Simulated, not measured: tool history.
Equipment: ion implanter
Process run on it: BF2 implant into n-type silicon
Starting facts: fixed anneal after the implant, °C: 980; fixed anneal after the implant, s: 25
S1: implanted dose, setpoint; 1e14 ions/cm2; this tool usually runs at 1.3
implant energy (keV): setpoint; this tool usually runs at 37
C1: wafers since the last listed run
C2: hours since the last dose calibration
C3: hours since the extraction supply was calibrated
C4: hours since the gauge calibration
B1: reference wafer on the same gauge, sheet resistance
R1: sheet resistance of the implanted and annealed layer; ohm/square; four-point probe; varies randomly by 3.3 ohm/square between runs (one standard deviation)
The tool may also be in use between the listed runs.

run 1 hour=0 | S1=1.3 implant_energy_(keV)=37 | C1=0 C2=57.6 C3=5334.5 C4=1844.6 | B1=758.89 | R1=655.39
run 2 hour=167.7 | S1=1.3 implant_energy_(keV)=37 | C1=3328 C2=225.3 C3=5502.2 C4=2012.3 | B1=759.62 | R1=655.54
run 3 hour=220.1 | S1=1.3 implant_energy_(keV)=37 | C1=1039 C2=277.7 C3=5554.6 C4=2064.7 | B1=758.7 | R1=655.07
run 4 hour=292.9 | S1=1.3 implant_energy_(keV)=40 | C1=1444 C2=350.5 C3=5627.4 C4=2137.5 | B1=758.8 | R1=642.95
run 5 hour=370.8 | S1=1.3 implant_energy_(keV)=40 | C1=1546 C2=428.4 C3=5705.3 C4=2215.4 | B1=758.18 | R1=649.19
run 6 hour=455.9 | S1=1.3 implant_energy_(keV)=37 | C1=1688 C2=513.5 C3=5790.4 C4=2300.5 | B1=758.85 | R1=655.83
-- hour=513.6 gauge calibrated
run 7 hour=531.1 | S1=1.3 implant_energy_(keV)=37 | C1=1492 C2=588.7 C3=5865.6 C4=17.5 | B1=758.19 | R1=659.69
run 8 hour=592.2 | S1=1.3 implant_energy_(keV)=37 | C1=1212 C2=649.8 C3=5926.7 C4=78.6 | B1=759.25 | R1=649.67
run 9 hour=696 | S1=1.3 implant_energy_(keV)=37 | C1=2060 C2=753.6 C3=6030.5 C4=182.4 | B1=759.19 | R1=652.68
run 10 hour=770.1 | S1=1.3 implant_energy_(keV)=37 | C1=1470 C2=827.7 C3=6104.6 C4=256.5 | B1=759.35 | R1=654.28
run 11 hour=808.8 | S1=1.3 implant_energy_(keV)=37 | C1=768 C2=866.4 C3=6143.3 C4=295.2 | B1=757.53 | R1=654.29
run 12 hour=880.9 | S1=1.3 implant_energy_(keV)=37 | C1=1430 C2=938.5 C3=6215.4 C4=367.3 | B1=758.38 | R1=655.09
run 13 hour=978.7 | S1=1.06 implant_energy_(keV)=29.5 | C1=1940 C2=1036.3 C3=6313.2 C4=465.1 | B1=758.63 | R1=800.25
-- hour=1035 extraction supply calibrated
run 14 hour=1067.6 | S1=1 implant_energy_(keV)=47 | C1=1605 C2=1125.2 C3=32.6 C4=554 | B1=758.44 | R1=780.76
run 15 hour=1119.1 | S1=1.65 implant_energy_(keV)=41 | C1=1022 C2=1176.7 C3=84.1 C4=605.5 | B1=758.52 | R1=540.33
run 16 hour=1158.9 | S1=1.3 implant_energy_(keV)=37 | C1=789 C2=1216.5 C3=123.9 C4=645.3 | B1=759.7 | R1=655.39
run 17 hour=1250.3 | S1=1.57 implant_energy_(keV)=46 | C1=1813 C2=1307.9 C3=215.3 C4=736.7 | B1=759.04 | R1=560.05
run 18 hour=1287.9 | S1=1 implant_energy_(keV)=37 | C1=746 C2=1345.5 C3=252.9 C4=774.3 | B1=758.11 | R1=798.97
run 19 hour=1332.5 | S1=1.63 implant_energy_(keV)=43 | C1=885 C2=1390.1 C3=297.5 C4=818.9 | B1=760.08 | R1=542.98
run 20 hour=1599.4 | S1=1.51 implant_energy_(keV)=31 | C1=5296 C2=1657 C3=564.4 C4=1085.8 | B1=758.84 | R1=598.57
run 21 hour=1700.1 | S1=1.3 implant_energy_(keV)=37 | C1=1998 C2=1757.7 C3=665.1 C4=1186.5 | B1=759.24 | R1=657.2
run 22 hour=1752.5 | S1=1 implant_energy_(keV)=28 | C1=1039 C2=1810.1 C3=717.5 C4=1238.9 | B1=758.43 | R1=843.15
-- hour=1840.2 Faraday cup replaced and dose calibrated
run 23 hour=1840.7 | S1=1.43 implant_energy_(keV)=46 | C1=1591 C2=0.5 C3=805.7 C4=1327.1 | B1=758.7 | R1=592.24
run 24 hour=1882.8 | S1=1.17 implant_energy_(keV)=33 | C1=835 C2=42.6 C3=847.8 C4=1369.2 | B1=758.87 | R1=724.73
run 25 hour=1920.5 | S1=1.41 implant_energy_(keV)=37 | C1=748 C2=80.3 C3=885.5 C4=1406.9 | B1=759.21 | R1=618.89
run 26 hour=1965.6 | S1=1.51 implant_energy_(keV)=30 | C1=895 C2=125.4 C3=930.6 C4=1452 | B1=758.72 | R1=597.56
run 27 hour=2080.5 | S1=1.3 implant_energy_(keV)=37 | C1=2280 C2=240.3 C3=1045.5 C4=1566.9 | B1=757.85 | R1=653.02
run 28 hour=2170.8 | S1=1.3 implant_energy_(keV)=44 | C1=1792 C2=330.6 C3=1135.8 C4=1657.2 | B1=759.91 | R1=643.87
run 29 hour=2250.4 | S1=1.49 implant_energy_(keV)=27 | C1=1579 C2=410.2 C3=1215.4 C4=1736.8 | B1=757.85 | R1=614.36
run 30 hour=2347.1 | S1=1.62 implant_energy_(keV)=44.5 | C1=1919 C2=506.9 C3=1312.1 C4=1833.5 | B1=759.91 | R1=541.73
run 31 hour=2424.3 | S1=1.06 implant_energy_(keV)=29.5 | C1=1532 C2=584.1 C3=1389.3 C4=1910.7 | B1=759.63 | R1=797.62
run 32 hour=2500 | S1=0.96 implant_energy_(keV)=41.5 | C1=1502 C2=659.8 C3=1465 C4=1986.4 | B1=758.62 | R1=814.05
run 33 hour=2551.8 | S1=1.3 implant_energy_(keV)=37 | C1=1028 C2=711.6 C3=1516.8 C4=2038.2 | B1=758.29 | R1=658.33
-- hour=2557 gauge calibrated
run 34 hour=2608.2 | S1=0.96 implant_energy_(keV)=37 | C1=1119 C2=768 C3=1573.2 C4=51.2 | B1=760.01 | R1=834.27
run 35 hour=2677.6 | S1=1.18 implant_energy_(keV)=48.5 | C1=1377 C2=837.4 C3=1642.6 C4=120.6 | B1=759.39 | R1=678.96
run 36 hour=2751.8 | S1=1.3 implant_energy_(keV)=37 | C1=1472 C2=911.6 C3=1716.8 C4=194.8 | B1=758.19 | R1=657.09

Run-by-run hidden state of the tool:
deviation of the true dose from the Faraday cup's reading, %: 0 in every run
deviation of the true energy from its setpoint, %: 0 in every run
gauge reads high (%): 0 in every run

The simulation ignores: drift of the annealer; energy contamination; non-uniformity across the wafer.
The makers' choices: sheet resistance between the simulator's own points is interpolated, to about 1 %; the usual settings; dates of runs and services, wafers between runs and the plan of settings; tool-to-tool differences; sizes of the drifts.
